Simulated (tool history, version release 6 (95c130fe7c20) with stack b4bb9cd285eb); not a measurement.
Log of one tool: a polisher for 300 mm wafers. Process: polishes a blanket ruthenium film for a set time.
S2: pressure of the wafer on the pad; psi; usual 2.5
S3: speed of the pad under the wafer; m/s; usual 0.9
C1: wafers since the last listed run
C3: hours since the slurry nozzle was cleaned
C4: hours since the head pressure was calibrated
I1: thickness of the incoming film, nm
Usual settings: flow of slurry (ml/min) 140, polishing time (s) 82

{"run": 1, "day": 0.0, "flow of slurry (ml/min)": 140, "S2": 2.5, "S3": 0.9, "polishing time (s)": 82, "C1": 0, "wafers polished on this pad": 658, "C3": 48.1, "C4": 127.7, "I1": 347.1, "film removed (Å)": 888}
{"run": 2, "day": 2.096, "flow of slurry (ml/min)": 140, "S2": 2.5, "S3": 0.9, "polishing time (s)": 82, "C1": 367, "wafers polished on this pad": 1026, "C3": 98.4, "C4": 178, "I1": 354.3, "film removed (Å)": 874}
{"run": 3, "day": 5.733, "flow of slurry (ml/min)": 140, "S2": 2.5, "S3": 0.9, "polishing time (s)": 65, "C1": 638, "wafers polished on this pad": 1664, "C3": 185.7, "C4": 265.3, "I1": 351.2, "film removed (Å)": 658}
{"run": 4, "day": 7.675, "flow of slurry (ml/min)": 140, "S2": 2.5, "S3": 0.64, "polishing time (s)": 98, "C1": 340, "wafers polished on this pad": 2005, "C3": 232.3, "C4": 311.9, "I1": 348.7, "film removed (Å)": 706}
{"run": 5, "day": 9.512, "flow of slurry (ml/min)": 140, "S2": 2.5, "S3": 0.64, "polishing time (s)": 98, "C1": 322, "wafers polished on this pad": 2328, "C3": 276.4, "C4": 356, "I1": 346, "film removed (Å)": 717}
{"day": 11.183, "done": "slurry nozzle cleaned"}
{"run": 6, "day": 11.5, "flow of slurry (ml/min)": 140, "S2": 2.5, "S3": 0.9, "polishing time (s)": 82, "C1": 341, "wafers polished on this pad": 2669, "C3": 7.6, "C4": 403.7, "I1": 349.4, "film removed (Å)": 893}
{"day": 12.104, "done": "worn pad replaced by a new one"}
{"run": 7, "day": 13.492, "flow of slurry (ml/min)": 140, "S2": 2.5, "S3": 0.9, "polishing time (s)": 82, "C1": 320, "wafers polished on this pad": 243, "C3": 55.4, "C4": 451.5, "I1": 352.4, "film removed (Å)": 888}
{"run": 8, "day": 15.379, "flow of slurry (ml/min)": 140, "S2": 2.5, "S3": 0.9, "polishing time (s)": 82, "C1": 331, "wafers polished on this pad": 574, "C3": 100.7, "C4": 496.8, "I1": 346.2, "film removed (Å)": 867}
{"run": 9, "day": 16.904, "flow of slurry (ml/min)": 140, "S2": 2.5, "S3": 0.9, "polishing time (s)": 95, "C1": 267, "wafers polished on this pad": 842, "C3": 137.3, "C4": 533.4, "I1": 354.6, "film removed (Å)": 979}
{"run": 10, "day": 18.592, "flow of slurry (ml/min)": 140, "S2": 2.5, "S3": 0.9, "polishing time (s)": 82, "C1": 296, "wafers polished on this pad": 1138, "C3": 177.8, "C4": 573.9, "I1": 345, "film removed (Å)": 845}
{"run": 11, "day": 20.888, "flow of slurry (ml/min)": 140, "S2": 2.5, "S3": 0.9, "polishing time (s)": 82, "C1": 402, "wafers polished on this pad": 1541, "C3": 232.9, "C4": 629, "I1": 350.8, "film removed (Å)": 833}
{"run": 12, "day": 23.088, "flow of slurry (ml/min)": 140, "S2": 2.5, "S3": 0.9, "polishing time (s)": 82, "C1": 386, "wafers polished on this pad": 1927, "C3": 285.7, "C4": 681.8, "I1": 343.7, "film removed (Å)": 824}
{"day": 24.033, "done": "slurry nozzle cleaned"}
{"run": 13, "day": 24.596, "flow of slurry (ml/min)": 140, "S2": 2.5, "S3": 0.9, "polishing time (s)": 82, "C1": 257, "wafers polished on this pad": 2184, "C3": 13.5, "C4": 718, "I1": 350.6, "film removed (Å)": 876}
{"run": 14, "day": 26.679, "flow of slurry (ml/min)": 140, "S2": 2.5, "S3": 0.9, "polishing time (s)": 82, "C1": 365, "wafers polished on this pad": 2550, "C3": 63.5, "C4": 768, "I1": 348.8, "film removed (Å)": 852}
{"run": 15, "day": 28.392, "flow of slurry (ml/min)": 140, "S2": 2.5, "S3": 0.9, "polishing time (s)": 82, "C1": 300, "wafers polished on this pad": 2850, "C3": 104.6, "C4": 809.1, "I1": 356.2, "film removed (Å)": 831}
{"day": 29.079, "done": "worn pad replaced by a new one"}
{"run": 16, "day": 30.838, "flow of slurry (ml/min)": 140, "S2": 2.5, "S3": 0.9, "polishing time (s)": 82, "C1": 399, "wafers polished on this pad": 308, "C3": 163.3, "C4": 867.8, "I1": 352, "film removed (Å)": 823}
{"run": 17, "day": 31.979, "flow of slurry (ml/min)": 140, "S2": 2.5, "S3": 0.9, "polishing time (s)": 82, "C1": 200, "wafers polished on this pad": 508, "C3": 190.7, "C4": 895.2, "I1": 357.2, "film removed (Å)": 815}
{"run": 18, "day": 33.125, "flow of slurry (ml/min)": 140, "S2": 3.2, "S3": 0.9, "polishing time (s)": 82, "C1": 201, "wafers polished on this pad": 709, "C3": 218.2, "C4": 922.7, "I1": 350.9, "film removed (Å)": 1042}
{"run": 19, "day": 35.992, "flow of slurry (ml/min)": 140, "S2": 1.6, "S3": 0.9, "polishing time (s)": 110, "C1": 503, "wafers polished on this pad": 1212, "C3": 287, "C4": 991.5, "I1": 347.3, "film removed (Å)": 688}
{"run": 20, "day": 38.492, "flow of slurry (ml/min)": 160, "S2": 2.5, "S3": 0.68, "polishing time (s)": 82, "C1": 438, "wafers polished on this pad": 1651, "C3": 347, "C4": 1051.5, "I1": 345.9, "film removed (Å)": 626}
{"day": 39.171, "done": "slurry nozzle cleaned"}
{"run": 21, "day": 40.342, "flow of slurry (ml/min)": 125, "S2": 2.5, "S3": 0.7, "polishing time (s)": 69, "C1": 317, "wafers polished on this pad": 1969, "C3": 28.1, "C4": 1095.9, "I1": 348.2, "film removed (Å)": 556}
{"run": 22, "day": 42.496, "flow of slurry (ml/min)": 140, "S2": 2.5, "S3": 0.9, "polishing time (s)": 82, "C1": 378, "wafers polished on this pad": 2347, "C3": 79.8, "C4": 1147.6, "I1": 346.1, "film removed (Å)": 840}
{"run": 23, "day": 44.058, "flow of slurry (ml/min)": 140, "S2": 2.5, "S3": 0.9, "polishing time (s)": 82, "C1": 274, "wafers polished on this pad": 2621, "C3": 117.3, "C4": 1185.1, "I1": 354.1, "film removed (Å)": 838}
{"day": 45.242, "done": "worn pad replaced by a new one"}
{"run": 24, "day": 46.529, "flow of slurry (ml/min)": 140, "S2": 2.5, "S3": 0.66, "polishing time (s)": 82, "C1": 404, "wafers polished on this pad": 225, "C3": 176.6, "C4": 1244.4, "I1": 351, "film removed (Å)": 598}
{"run": 25, "day": 48.646, "flow of slurry (ml/min)": 160, "S2": 3.2, "S3": 0.78, "polishing time (s)": 67, "C1": 371, "wafers polished on this pad": 597, "C3": 227.4, "C4": 1295.2, "I1": 351.8, "film removed (Å)": 742}
{"run": 26, "day": 50.396, "flow of slurry (ml/min)": 140, "S2": 2.5, "S3": 1.18, "polishing time (s)": 82, "C1": 307, "wafers polished on this pad": 904, "C3": 269.4, "C4": 1337.2, "I1": 346.9, "film removed (Å)": 1047}
{"run": 27, "day": 51.417, "flow of slurry (ml/min)": 140, "S2": 2.5, "S3": 0.9, "polishing time (s)": 82, "C1": 179, "wafers polished on this pad": 1083, "C3": 293.9, "C4": 1361.7, "I1": 351.5, "film removed (Å)": 789}
{"run": 28, "day": 52.767, "flow of slurry (ml/min)": 180, "S2": 2.5, "S3": 1.08, "polishing time (s)": 82, "C1": 236, "wafers polished on this pad": 1320, "C3": 326.3, "C4": 1394.1, "I1": 344.2, "film removed (Å)": 1014}
{"day": 53.483, "done": "head pressure recalibrated"}
{"day": 54.7, "done": "slurry nozzle cleaned"}
{"run": 29, "day": 54.9, "flow of slurry (ml/min)": 140, "S2": 2.5, "S3": 1.04, "polishing time (s)": 61, "C1": 352, "wafers polished on this pad": 1672, "C3": 4.8, "C4": 34, "I1": 346.4, "film removed (Å)": 779}
{"run": 30, "day": 56.946, "flow of slurry (ml/min)": 140, "S2": 2.8, "S3": 0.62, "polishing time (s)": 82, "C1": 359, "wafers polished on this pad": 2031, "C3": 53.9, "C4": 83.1, "I1": 348, "film removed (Å)": 681}
{"run": 31, "day": 59.708, "flow of slurry (ml/min)": 140, "S2": 2.9, "S3": 0.72, "polishing time (s)": 82, "C1": 484, "wafers polished on this pad": 2516, "C3": 120.2, "C4": 149.4, "I1": 347.9, "film removed (Å)": 785}
{"run": 32, "day": 60.858, "flow of slurry (ml/min)": 115, "S2": 2.5, "S3": 1.14, "polishing time (s)": 82, "C1": 201, "wafers polished on this pad": 2718, "C3": 147.8, "C4": 177, "I1": 352.2, "film removed (Å)": 1018}
{"day": 62.483, "done": "worn pad replaced by a new one"}
{"run": 33, "day": 66.567, "flow of slurry (ml/min)": 185, "S2": 2.5, "S3": 1.12, "polishing time (s)": 71, "C1": 972, "wafers polished on this pad": 716, "C3": 284.8, "C4": 314, "I1": 343.3, "film removed (Å)": 935}
{"day": 68.7, "done": "slurry nozzle cleaned"}
{"run": 34, "day": 68.812, "flow of slurry (ml/min)": 155, "S2": 3.3, "S3": 0.9, "polishing time (s)": 111, "C1": 386, "wafers polished on this pad": 1103, "C3": 2.7, "C4": 367.9, "I1": 346.6, "film removed (Å)": 1625}
{"run": 35, "day": 70.433, "flow of slurry (ml/min)": 140, "S2": 2.5, "S3": 1.18, "polishing time (s)": 82, "C1": 284, "wafers polished on this pad": 1388, "C3": 41.6, "C4": 406.8, "I1": 346.2, "film removed (Å)": 1139}
{"run": 36, "day": 71.579, "flow of slurry (ml/min)": 120, "S2": 2.2, "S3": 0.9, "polishing time (s)": 82, "C1": 201, "wafers polished on this pad": 1589, "C3": 69.1, "C4": 434.3, "I1": 346.7, "film removed (Å)": 737}
{"run": 37, "day": 73.367, "flow of slurry (ml/min)": 140, "S2": 2.5, "S3": 0.9, "polishing time (s)": 82, "C1": 313, "wafers polished on this pad": 1902, "C3": 112, "C4": 477.2, "I1": 348.6, "film removed (Å)": 832}

Hidden state or all else? Some run-to-run changes of film removed (Å), split into what the settings, what came in and random variation would give without the hidden state, and what is left for the hidden state (with any gauge scatter that isn't in both results):
The hidden state here: removal rate lost through wear of the pad, %; slurry flow missing at the pad, %; deviation of the head's pressure from its setpoint, %.
Run 5 -> 6: S3 0.64 -> 0.9, polishing time (s) 98 -> 82, slurry nozzle cleaned. film removed (Å) +176: hidden state +56, all else +120.
Run 25 -> 26: flow of slurry (ml/min) 160 -> 140, S2 3.2 -> 2.5, S3 0.78 -> 1.18, polishing time (s) 67 -> 82. film removed (Å) +305: hidden state -57, all else +362.
Run 28 -> 29: flow of slurry (ml/min) 180 -> 140, S3 1.08 -> 1.04, polishing time (s) 82 -> 61, head pressure recalibrated, slurry nozzle cleaned. film removed (Å) -235: hidden state +121, all else -356.
Run 33 -> 34: flow of slurry (ml/min) 185 -> 155, S2 2.5 -> 3.3, S3 1.12 -> 0.9, polishing time (s) 71 -> 111, slurry nozzle cleaned. film removed (Å) +690: hidden state +36, all else +654.
Run 34 -> 35: flow of slurry (ml/min) 155 -> 140, S2 3.3 -> 2.5, S3 0.9 -> 1.18, polishing time (s) 111 -> 82. film removed (Å) -486: hidden state -16, all else -470.
Run 35 -> 36: flow of slurry (ml/min) 140 -> 120, S2 2.5 -> 2.2, S3 1.18 -> 0.9. film removed (Å) -402: hidden state +3, all else -405.

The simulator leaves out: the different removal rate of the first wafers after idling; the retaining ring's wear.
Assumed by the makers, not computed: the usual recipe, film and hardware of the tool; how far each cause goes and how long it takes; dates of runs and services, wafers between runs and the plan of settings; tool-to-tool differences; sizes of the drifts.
